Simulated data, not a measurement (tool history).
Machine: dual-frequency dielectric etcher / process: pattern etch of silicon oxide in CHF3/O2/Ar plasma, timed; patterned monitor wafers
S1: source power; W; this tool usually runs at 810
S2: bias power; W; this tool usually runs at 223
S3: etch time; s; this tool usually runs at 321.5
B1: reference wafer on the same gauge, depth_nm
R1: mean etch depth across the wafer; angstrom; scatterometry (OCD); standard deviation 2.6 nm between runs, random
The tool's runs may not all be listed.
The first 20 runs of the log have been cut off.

| run | hour | S1 | S2 | S3 | B1 | R1 |
|---|---|---|---|---|---|---|
| 21 | 881.9 | 810 | 169 | 390.5 | 719.2 | 8417 |
|  | 907.4 | gauge calibrated |
| 22 | 911.1 | 950 | 243 | 321.5 | 719.1 | 7779 |
| 23 | 952 | 860 | 223 | 321.5 | 718.7 | 7403 |
| 24 | 987.8 | 810 | 223 | 321.5 | 719.2 | 7301 |
|  | 1017.2 | wet clean of the chamber |
| 25 | 1026.1 | 810 | 223 | 321.5 | 719 | 7558 |
| 26 | 1074.3 | 810 | 271 | 251.5 | 719.2 | 6198 |
| 27 | 1107 | 650 | 223 | 242.5 | 720.1 | 5381 |
| 28 | 1154.8 | 900 | 192 | 381.5 | 720 | 8853 |
| 29 | 1207 | 980 | 258 | 375 | 718.9 | 9554 |
| 30 | 1243.4 | 810 | 223 | 321.5 | 718.8 | 7475 |

Consider 4 possible next runs. They are alternatives, not a sequence: every one starts from the tool as it was left by run 30. What does each give?
| A | 1243.9 | 810 | 223 | 288.5 | ? | ? |
| B | 1243.9 | 670 | 205 | 368.5 | ? | ? |
| C | 1243.9 | 890 | 207 | 417 | ? | ? |
| D | 1243.9 | 810 | 223 | 246.5 | ? | ? |

| run | B1 | R1 |
|---|---|---|
| A | 718.5 | 6750 |
| B | 718.5 | 8035 |
| C | 718.5 | 9856 |
| D | 718.5 | 5768 |
Stripped of hidden state, with their random variation kept, the same runs would have yielded:
| run | R1 |
|---|---|
| A | 6872 |
| B | 8180 |
| C | 10033 |
| D | 5872 |
